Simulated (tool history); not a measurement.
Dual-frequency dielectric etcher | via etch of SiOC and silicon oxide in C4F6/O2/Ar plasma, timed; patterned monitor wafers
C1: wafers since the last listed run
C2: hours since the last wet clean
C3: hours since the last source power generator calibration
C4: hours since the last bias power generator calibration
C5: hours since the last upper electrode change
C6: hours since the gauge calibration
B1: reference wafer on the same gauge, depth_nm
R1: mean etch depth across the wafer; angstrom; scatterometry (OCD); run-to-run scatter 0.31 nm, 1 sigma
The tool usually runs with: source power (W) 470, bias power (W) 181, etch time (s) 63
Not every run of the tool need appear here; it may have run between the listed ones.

run 1 hour=0 | source_power_(W)=470 bias_power_(W)=181 etch_time_(s)=63 | C1=0 C2=509.2 C3=2104.5 C4=2295.2 C5=5772.7 C6=65.6 | B1=87.5 | R1=846
run 2 hour=18.2 | source_power_(W)=470 bias_power_(W)=181 etch_time_(s)=63 | C1=193 C2=527.4 C3=2122.7 C4=2313.4 C5=5790.9 C6=83.8 | B1=87.5 | R1=842
-- hour=71.4 bias power generator calibrated
run 3 hour=72.2 | source_power_(W)=470 bias_power_(W)=181 etch_time_(s)=63 | C1=530 C2=581.4 C3=2176.7 C4=0.8 C5=5844.9 C6=137.8 | B1=87.3 | R1=846
run 4 hour=84.5 | source_power_(W)=470 bias_power_(W)=166 etch_time_(s)=63 | C1=130 C2=593.7 C3=2189 C4=13.1 C5=5857.2 C6=150.1 | B1=87.4 | R1=822
run 5 hour=97.7 | source_power_(W)=470 bias_power_(W)=181 etch_time_(s)=63 | C1=140 C2=606.9 C3=2202.2 C4=26.3 C5=5870.4 C6=163.3 | B1=87.3 | R1=843
-- hour=122.6 upper electrode replaced
run 6 hour=123.1 | source_power_(W)=470 bias_power_(W)=181 etch_time_(s)=63 | C1=14 C2=632.3 C3=2227.6 C4=51.7 C5=0.5 C6=188.7 | B1=87.3 | R1=848
run 7 hour=125.3 | source_power_(W)=470 bias_power_(W)=181 etch_time_(s)=63 | C1=23 C2=634.5 C3=2229.8 C4=53.9 C5=2.7 C6=190.9 | B1=87.4 | R1=846
-- hour=129.4 source power generator calibrated
run 8 hour=131.5 | source_power_(W)=470 bias_power_(W)=181 etch_time_(s)=63 | C1=23 C2=640.7 C3=2.1 C4=60.1 C5=8.9 C6=197.1 | B1=87.5 | R1=848
-- hour=146 gauge calibrated
run 9 hour=148.9 | source_power_(W)=400 bias_power_(W)=206 etch_time_(s)=72 | C1=184 C2=658.1 C3=19.5 C4=77.5 C5=26.3 C6=2.9 | B1=87.4 | R1=950
run 10 hour=163.3 | source_power_(W)=500 bias_power_(W)=222 etch_time_(s)=63 | C1=152 C2=672.5 C3=33.9 C4=91.9 C5=40.7 C6=17.3 | B1=87.5 | R1=904
-- hour=189.4 wet clean of the chamber
run 11 hour=189.9 | source_power_(W)=410 bias_power_(W)=181 etch_time_(s)=63 | C1=27 C2=0.5 C3=60.5 C4=118.5 C5=67.3 C6=43.9 | B1=87.5 | R1=782
run 12 hour=190.2 | source_power_(W)=470 bias_power_(W)=181 etch_time_(s)=63 | C1=3 C2=0.8 C3=60.8 C4=118.8 C5=67.6 C6=44.2 | B1=87.4 | R1=816
run 13 hour=195.7 | source_power_(W)=470 bias_power_(W)=181 etch_time_(s)=63 | C1=58 C2=6.3 C3=66.3 C4=124.3 C5=73.1 C6=49.7 | B1=87.5 | R1=810
run 14 hour=210.5 | source_power_(W)=470 bias_power_(W)=181 etch_time_(s)=63 | C1=157 C2=21.1 C3=81.1 C4=139.1 C5=87.9 C6=64.5 | B1=87.4 | R1=819
run 15 hour=220.4 | source_power_(W)=370 bias_power_(W)=198 etch_time_(s)=52.5 | C1=105 C2=31 C3=91 C4=149 C5=97.8 C6=74.4 | B1=87.5 | R1=643
run 16 hour=236.9 | source_power_(W)=560 bias_power_(W)=213 etch_time_(s)=48 | C1=175 C2=47.5 C3=107.5 C4=165.5 C5=114.3 C6=90.9 | B1=87.3 | R1=682

Below are 3 alternative next runs, each starting from the tool's condition after run 16. Predict each:
run A hour=237.3 | source_power_(W)=550 bias_power_(W)=181 etch_time_(s)=63 | C1=4 C2=47.9 C3=107.9 C4=165.9 C5=114.7 C6=91.3 | B1=? | R1=?
run B hour=237.3 | source_power_(W)=570 bias_power_(W)=181 etch_time_(s)=63 | C1=4 C2=47.9 C3=107.9 C4=165.9 C5=114.7 C6=91.3 | B1=? | R1=?
run C hour=237.3 | source_power_(W)=550 bias_power_(W)=201 etch_time_(s)=51 | C1=4 C2=47.9 C3=107.9 C4=165.9 C5=114.7 C6=91.3 | B1=? | R1=?

run=A B1=87.3 R1=857
run=B B1=87.3 R1=868
run=C B1=87.3 R1=709
The same runs, with their run-to-run variation unchanged, on a tool lacking any hidden condition would have given:
run=A R1=847
run=B R1=857
run=C R1=700
